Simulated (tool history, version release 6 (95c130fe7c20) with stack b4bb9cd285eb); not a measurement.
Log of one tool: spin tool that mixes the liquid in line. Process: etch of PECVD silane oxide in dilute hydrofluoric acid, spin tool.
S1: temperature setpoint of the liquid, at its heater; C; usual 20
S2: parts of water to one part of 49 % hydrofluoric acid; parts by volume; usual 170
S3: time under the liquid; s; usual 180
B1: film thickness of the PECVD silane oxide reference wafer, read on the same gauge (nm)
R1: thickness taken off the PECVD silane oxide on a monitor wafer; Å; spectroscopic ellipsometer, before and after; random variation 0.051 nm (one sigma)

{"run": 1, "hour": 0.0, "S1": 20, "S2": 170, "S3": 180, "B1": 89.99, "R1": 132.6}
{"run": 2, "hour": 41.5, "S1": 20, "S2": 170, "S3": 180, "B1": 89.98, "R1": 132.1}
{"run": 3, "hour": 185.4, "S1": 20, "S2": 170, "S3": 180, "B1": 90, "R1": 130.5}
{"run": 4, "hour": 210.6, "S1": 20, "S2": 170, "S3": 180, "B1": 89.99, "R1": 131.2}
{"run": 5, "hour": 259.4, "S1": 19, "S2": 170, "S3": 180, "B1": 89.98, "R1": 125.4}
{"run": 6, "hour": 324.9, "S1": 20, "S2": 110, "S3": 180, "B1": 89.99, "R1": 214.9}
{"run": 7, "hour": 389.2, "S1": 20, "S2": 110, "S3": 180, "B1": 90.02, "R1": 213.2}
{"run": 8, "hour": 459.1, "S1": 20, "S2": 110, "S3": 180, "B1": 90, "R1": 211.2}
{"hour": 468.2, "done": "thermometer replaced"}
{"run": 9, "hour": 511.6, "S1": 20, "S2": 170, "S3": 180, "B1": 89.96, "R1": 134.6}
{"run": 10, "hour": 571.1, "S1": 20, "S2": 225, "S3": 180, "B1": 90.01, "R1": 96.2}
{"run": 11, "hour": 636.0, "S1": 17, "S2": 170, "S3": 180, "B1": 89.96, "R1": 118.4}
{"hour": 642.8, "done": "gauge calibrated"}
{"run": 12, "hour": 697.7, "S1": 20, "S2": 170, "S3": 210, "B1": 90, "R1": 153.7}
{"run": 13, "hour": 763.9, "S1": 20, "S2": 210, "S3": 180, "B1": 89.98, "R1": 103.1}
{"hour": 801.5, "done": "hydrofluoric acid flow meter replaced"}
{"run": 14, "hour": 829.1, "S1": 20, "S2": 110, "S3": 180, "B1": 90.02, "R1": 212.1}
{"run": 15, "hour": 875.0, "S1": 17, "S2": 210, "S3": 145, "B1": 89.96, "R1": 72.1}
{"run": 16, "hour": 911.1, "S1": 20, "S2": 170, "S3": 180, "B1": 90.04, "R1": 128.4}
{"run": 17, "hour": 948.2, "S1": 18, "S2": 170, "S3": 180, "B1": 90.01, "R1": 119.2}
{"run": 18, "hour": 991.9, "S1": 20, "S2": 170, "S3": 90, "B1": 90.02, "R1": 64}
{"run": 19, "hour": 1048.2, "S1": 20, "S2": 95, "S3": 180, "B1": 90.03, "R1": 245.3}
{"hour": 1064.5, "done": "thermometer replaced"}
{"run": 20, "hour": 1082.7, "S1": 20, "S2": 170, "S3": 180, "B1": 90.01, "R1": 134.5}
{"run": 21, "hour": 1115.5, "S1": 20, "S2": 170, "S3": 180, "B1": 90.02, "R1": 134}
{"run": 22, "hour": 1181.3, "S1": 18, "S2": 230, "S3": 270, "B1": 90.03, "R1": 129}
{"run": 23, "hour": 1252.9, "S1": 20, "S2": 170, "S3": 180, "B1": 89.99, "R1": 133}
{"run": 24, "hour": 1311.3, "S1": 20, "S2": 170, "S3": 180, "B1": 90.02, "R1": 131.5}
{"run": 25, "hour": 1338.9, "S1": 24.5, "S2": 120, "S3": 145, "B1": 89.98, "R1": 188.9}
{"run": 26, "hour": 1405.4, "S1": 20, "S2": 170, "S3": 180, "B1": 90.02, "R1": 130.1}
{"run": 27, "hour": 1438.9, "S1": 22, "S2": 170, "S3": 180, "B1": 90.01, "R1": 141.4}
{"run": 28, "hour": 1468.1, "S1": 20, "S2": 120, "S3": 180, "B1": 90.05, "R1": 194.3}
{"run": 29, "hour": 1510.0, "S1": 20, "S2": 245, "S3": 280, "B1": 90.03, "R1": 130.5}
{"run": 30, "hour": 1534.3, "S1": 20, "S2": 170, "S3": 180, "B1": 90, "R1": 130.2}
{"run": 31, "hour": 1591.2, "S1": 17, "S2": 115, "S3": 115, "B1": 89.98, "R1": 113.9}
{"run": 32, "hour": 1623.3, "S1": 20, "S2": 170, "S3": 75, "B1": 90.02, "R1": 53.8}
{"run": 33, "hour": 1662.2, "S1": 17.5, "S2": 220, "S3": 180, "B1": 90, "R1": 86.1}

Forecast each of these 4 alternatives for the next run:
{"run": "A", "hour": 1662.7, "S1": 22.5, "S2": 170, "S3": 180, "B1": "?", "R1": "?"}
{"run": "B", "hour": 1662.7, "S1": 17, "S2": 230, "S3": 180, "B1": "?", "R1": "?"}
{"run": "C", "hour": 1662.7, "S1": 20, "S2": 130, "S3": 180, "B1": "?", "R1": "?"}
{"run": "D", "hour": 1662.7, "S1": 18, "S2": 135, "S3": 150, "B1": "?", "R1": "?"}

run=A B1=89.99 R1=141.7
run=B B1=89.99 R1=79.7
run=C B1=89.99 R1=174.7
run=D B1=89.99 R1=128.5
Without the tool's hidden state the same runs would have given:
run=A R1=146.7
run=B R1=82.6
run=C R1=181.5
run=D R1=133.6

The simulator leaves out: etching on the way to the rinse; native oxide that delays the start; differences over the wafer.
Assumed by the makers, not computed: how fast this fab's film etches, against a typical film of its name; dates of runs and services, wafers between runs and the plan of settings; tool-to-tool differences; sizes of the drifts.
